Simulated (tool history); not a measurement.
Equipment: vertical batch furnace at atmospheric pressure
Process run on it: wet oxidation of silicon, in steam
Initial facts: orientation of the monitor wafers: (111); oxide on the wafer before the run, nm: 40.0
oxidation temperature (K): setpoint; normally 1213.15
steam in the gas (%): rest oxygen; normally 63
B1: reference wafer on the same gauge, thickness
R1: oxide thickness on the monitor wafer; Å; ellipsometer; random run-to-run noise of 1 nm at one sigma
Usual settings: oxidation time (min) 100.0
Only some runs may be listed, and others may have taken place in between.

run 1 hour=0.0 | oxidation_temperature_(K)=1213.15 oxidation_time_(min)=100.0 steam_in_the_gas_(%)=63 | B1=300.07 | R1=3166.3
-- hour=4.6 gauge calibrated
run 2 hour=12.3 | oxidation_temperature_(K)=1213.15 oxidation_time_(min)=100.0 steam_in_the_gas_(%)=63 | B1=300.29 | R1=3177.9
run 3 hour=27.2 | oxidation_temperature_(K)=1213.15 oxidation_time_(min)=100.0 steam_in_the_gas_(%)=63 | B1=300.14 | R1=3161.1
run 4 hour=48.2 | oxidation_temperature_(K)=1230.15 oxidation_time_(min)=100.0 steam_in_the_gas_(%)=63 | B1=299.99 | R1=3544.6
run 5 hour=57.7 | oxidation_temperature_(K)=1213.15 oxidation_time_(min)=100.0 steam_in_the_gas_(%)=63 | B1=300.24 | R1=3158.7
run 6 hour=73.7 | oxidation_temperature_(K)=1213.15 oxidation_time_(min)=100.0 steam_in_the_gas_(%)=63 | B1=299.73 | R1=3164.6
run 7 hour=87.5 | oxidation_temperature_(K)=1213.15 oxidation_time_(min)=73.0 steam_in_the_gas_(%)=63 | B1=300.19 | R1=2574.1
run 8 hour=104.3 | oxidation_temperature_(K)=1213.15 oxidation_time_(min)=73.0 steam_in_the_gas_(%)=63 | B1=300.25 | R1=2559.7
run 9 hour=118.9 | oxidation_temperature_(K)=1213.15 oxidation_time_(min)=73.0 steam_in_the_gas_(%)=63 | B1=300.29 | R1=2568.9
run 10 hour=136.7 | oxidation_temperature_(K)=1213.15 oxidation_time_(min)=100.0 steam_in_the_gas_(%)=63 | B1=300.05 | R1=3161.9
run 11 hour=156.6 | oxidation_temperature_(K)=1213.15 oxidation_time_(min)=100.0 steam_in_the_gas_(%)=63 | B1=300.19 | R1=3158.0
-- hour=184.7 thermocouples replaced and temperature profile calibrated
run 12 hour=185.2 | oxidation_temperature_(K)=1213.15 oxidation_time_(min)=130.5 steam_in_the_gas_(%)=63 | B1=300.10 | R1=3752.5
run 13 hour=190.7 | oxidation_temperature_(K)=1213.15 oxidation_time_(min)=130.5 steam_in_the_gas_(%)=63 | B1=300.02 | R1=3769.6
run 14 hour=196.1 | oxidation_temperature_(K)=1213.15 oxidation_time_(min)=130.5 steam_in_the_gas_(%)=63 | B1=299.98 | R1=3755.1
run 15 hour=209.8 | oxidation_temperature_(K)=1224.15 oxidation_time_(min)=100.0 steam_in_the_gas_(%)=71 | B1=299.95 | R1=3682.7
run 16 hour=221.1 | oxidation_temperature_(K)=1197.15 oxidation_time_(min)=100.0 steam_in_the_gas_(%)=63 | B1=300.26 | R1=2820.6
run 17 hour=233.5 | oxidation_temperature_(K)=1197.15 oxidation_time_(min)=100.0 steam_in_the_gas_(%)=63 | B1=300.42 | R1=2810.2
-- hour=258.9 steam generator serviced
run 18 hour=259.4 | oxidation_temperature_(K)=1213.15 oxidation_time_(min)=100.0 steam_in_the_gas_(%)=63 | B1=299.79 | R1=3347.5
run 19 hour=273.0 | oxidation_temperature_(K)=1195.15 oxidation_time_(min)=144.0 steam_in_the_gas_(%)=58 | B1=299.74 | R1=3541.7
run 20 hour=289.6 | oxidation_temperature_(K)=1213.15 oxidation_time_(min)=100.0 steam_in_the_gas_(%)=63 | B1=299.92 | R1=3329.9
run 21 hour=298.0 | oxidation_temperature_(K)=1213.15 oxidation_time_(min)=100.0 steam_in_the_gas_(%)=63 | B1=299.61 | R1=3322.1
run 22 hour=311.5 | oxidation_temperature_(K)=1213.15 oxidation_time_(min)=100.0 steam_in_the_gas_(%)=63 | B1=299.76 | R1=3344.9
run 23 hour=320.6 | oxidation_temperature_(K)=1190.15 oxidation_time_(min)=83.0 steam_in_the_gas_(%)=69 | B1=299.51 | R1=2636.0
run 24 hour=331.1 | oxidation_temperature_(K)=1230.15 oxidation_time_(min)=119.5 steam_in_the_gas_(%)=63 | B1=300.13 | R1=4175.5
run 25 hour=344.7 | oxidation_temperature_(K)=1224.15 oxidation_time_(min)=100.0 steam_in_the_gas_(%)=63 | B1=300.06 | R1=3584.8
-- hour=355.7 gauge calibrated
run 26 hour=361.5 | oxidation_temperature_(K)=1190.15 oxidation_time_(min)=83.0 steam_in_the_gas_(%)=69 | B1=300.06 | R1=2642.1
run 27 hour=381.0 | oxidation_temperature_(K)=1213.15 oxidation_time_(min)=100.0 steam_in_the_gas_(%)=63 | B1=300.01 | R1=3301.4
run 28 hour=392.1 | oxidation_temperature_(K)=1196.15 oxidation_time_(min)=100.0 steam_in_the_gas_(%)=63 | B1=299.94 | R1=2937.2
run 29 hour=405.9 | oxidation_temperature_(K)=1230.15 oxidation_time_(min)=60.0 steam_in_the_gas_(%)=63 | B1=299.72 | R1=2672.0
run 30 hour=466.8 | oxidation_temperature_(K)=1213.15 oxidation_time_(min)=100.0 steam_in_the_gas_(%)=68 | B1=300.14 | R1=3474.9

The next listed run, before its measurement:
run 31 hour=486.8 | oxidation_temperature_(K)=1213.15 oxidation_time_(min)=52.5 steam_in_the_gas_(%)=52 | B1=? | R1=?

Logged for run 31: B1 299.85, R1 1896.3 Å.
The same run, on a tool lacking any hidden state, would have yielded R1 1928.2 Å.

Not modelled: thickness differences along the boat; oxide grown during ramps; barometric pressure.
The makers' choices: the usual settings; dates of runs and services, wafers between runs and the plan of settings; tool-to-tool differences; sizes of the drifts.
